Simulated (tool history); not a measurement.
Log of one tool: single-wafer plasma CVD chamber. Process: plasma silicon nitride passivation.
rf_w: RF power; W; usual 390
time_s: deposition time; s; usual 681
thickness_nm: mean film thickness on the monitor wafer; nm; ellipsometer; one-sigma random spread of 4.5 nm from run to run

run,hour,rf_w,time_s,wafers since the last listed run,hours since the last RF generator calibration,hours since the showerhead was replaced,hours since the gauge calibration,"read-back reference wafer on the same gauge, thickness_nm",thickness_nm
1,0,390,756,0,78.8,1994.7,126.5,849.397,1109.985
2,54.9,390,756,225,133.7,2049.6,181.4,849.055,1115.903
3,131.1,390,756,313,209.9,2125.8,257.6,849.343,1109.286
4,206.3,390,681,309,285.1,2201,332.8,849.885,995.435
5,265.7,390,681,244,344.5,2260.4,392.2,849.647,982.705
6,326.1,390,681,248,404.9,2320.8,452.6,851.244,997.048
7,404,390,681,320,482.8,2398.7,530.5,850.614,993.371
8,440.7,390,681,150,519.5,2435.4,567.2,849.214,988.362
9,515.4,390,681,307,594.2,2510.1,641.9,848.711,990.842
10,572.3,390,681,234,651.1,2567,698.8,849.676,986.395
11,669.4,435,747,399,748.2,2664.1,795.9,849.248,1119.313
12,706.2,440,574,151,785,2700.9,832.7,850.231,864.514
13,785,390,681,324,863.8,2779.7,911.5,850.699,988.859
14,859.7,340,636,307,938.5,2854.4,986.2,849.363,885.498
15,920.1,445,570,248,998.9,2914.8,1046.6,849.323,857.789
16,988.6,390,817,281,1067.4,2983.3,1115.1,850.867,1181.049
# hour 1046.3: gauge calibrated
# hour 1050.9: RF generator calibrated
17,1061.2,440,595,265,10.3,3055.9,14.9,849.854,907.313
# hour 1077.7: showerhead replaced
18,1164.9,390,817,393,114,87.2,118.6,850.383,1203.719
19,1244.8,460,774,328,193.9,167.1,198.5,849.363,1181.137
20,1311.2,390,681,273,260.3,233.5,264.9,848.68,1000.741
21,1369.8,390,681,240,318.9,292.1,323.5,851.324,997.021

Hidden condition of the tool, last listed run before each entry between runs versus first listed run after:
From run 16 to run 17: gauge calibrated (hour 1046.3); RF generator calibrated (hour 1050.9)
  delivered RF power above the setpoint (%): -9.01 -> -0.274
  measured less the result without the state, thickness_nm: -30.066 -> -0.666 nm
From run 17 to run 18: showerhead replaced (hour 1077.7)
  delivered RF power above the setpoint (%): -0.274 -> -2.22
  measured less the result without the state, thickness_nm: -0.666 -> -7.242 nm

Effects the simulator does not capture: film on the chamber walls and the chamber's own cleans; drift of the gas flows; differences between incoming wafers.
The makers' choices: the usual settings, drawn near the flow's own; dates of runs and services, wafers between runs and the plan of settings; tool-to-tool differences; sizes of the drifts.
